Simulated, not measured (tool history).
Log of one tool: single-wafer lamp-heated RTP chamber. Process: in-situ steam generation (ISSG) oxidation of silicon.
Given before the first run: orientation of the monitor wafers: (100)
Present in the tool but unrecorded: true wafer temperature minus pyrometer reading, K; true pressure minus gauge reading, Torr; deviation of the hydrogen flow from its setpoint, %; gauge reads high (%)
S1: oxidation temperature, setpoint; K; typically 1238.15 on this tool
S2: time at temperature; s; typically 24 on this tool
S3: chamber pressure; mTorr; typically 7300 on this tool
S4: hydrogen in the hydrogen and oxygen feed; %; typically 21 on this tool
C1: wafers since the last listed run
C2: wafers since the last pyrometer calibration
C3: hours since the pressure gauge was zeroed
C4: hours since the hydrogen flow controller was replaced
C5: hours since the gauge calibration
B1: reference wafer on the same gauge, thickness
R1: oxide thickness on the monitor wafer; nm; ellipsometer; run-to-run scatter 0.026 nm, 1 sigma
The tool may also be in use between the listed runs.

Run 1, day 0: usual settings; C1 0; C2 470; C3 1228.2; C4 4468.6; C5 84.8; B1 4.843. Result: R1 5.492 nm.
Run 2, day 0.433: usual settings but S1 1234.15 K; C1 194; C2 665; C3 1238.6; C4 4479; C5 95.2; B1 4.842. Result: R1 5.416 nm.
Run 3, day 0.817: usual settings but S3 7600 mTorr; C1 172; C2 838; C3 1247.8; C4 4488.2; C5 104.4; B1 4.839. Result: R1 5.553 nm.
Run 4, day 1.483: usual settings but S3 7600 mTorr; C1 299; C2 1137; C3 1263.8; C4 4504.2; C5 120.4; B1 4.838. Result: R1 5.501 nm.
At day 1.879: hydrogen flow controller replaced.
Run 5, day 1.992: usual settings but S3 6900 mTorr; C1 78; C2 1216; C3 1276; C4 2.7; C5 132.6; B1 4.842. Result: R1 5.519 nm.
Run 6, day 2.392: usual settings but S2 18 s; C1 179; C2 1396; C3 1285.6; C4 12.3; C5 142.2; B1 4.843. Result: R1 4.921 nm.
Run 7, day 2.783: usual settings but S2 18 s; C1 176; C2 1572; C3 1295; C4 21.7; C5 151.6; B1 4.846. Result: R1 4.86 nm.
Run 8, day 3.179: usual settings but S2 18 s; C1 177; C2 1750; C3 1304.5; C4 31.2; C5 161.1; B1 4.835. Result: R1 4.862 nm.
Run 9, day 3.521: usual settings; C1 153; C2 1904; C3 1312.7; C4 39.4; C5 169.3; B1 4.836. Result: R1 5.554 nm.
Run 10, day 4.104: usual settings; C1 262; C2 2166; C3 1326.7; C4 53.4; C5 183.3; B1 4.841. Result: R1 5.568 nm.
Run 11, day 4.838: usual settings but S4 17 %; C1 329; C2 2496; C3 1344.3; C4 71; C5 200.9; B1 4.838. Result: R1 5.269 nm.
At day 6.117: pressure gauge zeroed.
Run 12, day 6.138: usual settings but S1 1249.15 K, S2 28 s, S4 14 %; C1 434; C2 2930; C3 0.5; C4 102.2; C5 232.1; B1 4.843. Result: R1 5.646 nm.
Run 13, day 6.446: usual settings but S4 11 %; C1 138; C2 3069; C3 7.9; C4 109.6; C5 239.5; B1 4.843. Result: R1 4.798 nm.
Run 14, day 6.979: usual settings but S4 25 %; C1 239; C2 3309; C3 20.7; C4 122.4; C5 252.3; B1 4.837. Result: R1 5.84 nm.
Run 15, day 7.717: usual settings but S1 1257.15 K, S2 31 s, S4 29 %; C1 331; C2 3640; C3 38.4; C4 140.1; C5 270; B1 4.839. Result: R1 7.299 nm.
Run 16, day 8.317: usual settings but S1 1245.15 K, S2 17 s, S3 8400 mTorr, S4 30 %; C1 269; C2 3910; C3 52.8; C4 154.5; C5 284.4; B1 4.841. Result: R1 5.4 nm.
Run 17, day 8.725: usual settings but S1 1255.15 K, S2 20 s, S3 8300 mTorr; C1 183; C2 4094; C3 62.6; C4 164.3; C5 294.2; B1 4.838. Result: R1 5.495 nm.
Run 18, day 9.192: usual settings; C1 209; C2 4303; C3 73.8; C4 175.5; C5 305.4; B1 4.838. Result: R1 5.6 nm.
At day 9.5: gauge calibrated.
Run 19, day 9.508: usual settings but S1 1222.15 K, S2 31 s; C1 142; C2 4446; C3 81.4; C4 183.1; C5 0.2; B1 4.845. Result: R1 5.953 nm.
Run 20, day 10.129: usual settings but S2 16 s; C1 279; C2 4725; C3 96.3; C4 198; C5 15.1; B1 4.841. Result: R1 4.703 nm.
Run 21, day 10.875: usual settings but S1 1247.15 K, S2 31 s, S3 8700 mTorr, S4 15 %; C1 335; C2 5060; C3 114.2; C4 215.9; C5 33; B1 4.838. Result: R1 6.132 nm.
Run 22, day 11.221: usual settings but S1 1224.15 K, S3 6900 mTorr, S4 18 %; C1 155; C2 5216; C3 122.5; C4 224.2; C5 41.3; B1 4.839. Result: R1 5.175 nm.
At day 11.692: pyrometer window cleaned and pyrometer calibrated.
Run 23, day 11.854: usual settings but S1 1246.15 K, S3 8300 mTorr; C1 134; C2 73; C3 137.7; C4 239.4; C5 56.5; B1 4.838. Result: R1 5.609 nm.
Run 24, day 13.3: usual settings but S1 1249.15 K, S2 17 s, S3 6900 mTorr; C1 650; C2 723; C3 172.4; C4 274.1; C5 91.2; B1 4.844. Result: R1 4.878 nm.
Run 25, day 13.917: usual settings but S1 1223.15 K; C1 277; C2 1001; C3 187.2; C4 288.9; C5 106; B1 4.843. Result: R1 5.237 nm.
Run 26, day 14.625: usual settings; C1 318; C2 1319; C3 204.2; C4 305.9; C5 123; B1 4.842. Result: R1 5.554 nm.
Run 27, day 15.05: usual settings but S2 32 s, S3 6900 mTorr; C1 191; C2 1510; C3 214.4; C4 316.1; C5 133.2; B1 4.843. Result: R1 6.259 nm.
Run 28, day 15.442: usual settings; C1 176; C2 1686; C3 223.8; C4 325.5; C5 142.6; B1 4.84. Result: R1 5.533 nm.
Run 29, day 16.079: usual settings; C1 286; C2 1973; C3 239.1; C4 340.8; C5 157.9; B1 4.839. Result: R1 5.485 nm.
Run 30, day 16.5: usual settings but S3 7900 mTorr, S4 15 %; C1 189; C2 2162; C3 249.2; C4 350.9; C5 168; B1 4.841. Result: R1 5.098 nm.

Give the tool's hidden conditions for every run:
true pressure minus gauge reading, Torr: 0 in every run
deviation of the hydrogen flow from its setpoint, %: 0 in every run
gauge reads high (%): 0 in every run
H1: true wafer temperature minus pyrometer reading, K
run     H1
  1   0.88
  2  0.932
  3  0.992
  4   1.13
  5   1.27
  6   1.39
  7   1.52
  8   1.68
  9   1.82
 10   2.09
 11   2.47
 12   3.28
 13   3.49
 14   3.88
 15   4.47
 16   4.99
 17   5.36
 18    5.8
 19   6.11
 20   6.75
 21   7.57
 22   7.97
 23  0.372
 24  0.494
 25  0.606
 26   0.78
 27  0.907
 28   1.04
 29   1.29
 30   1.47
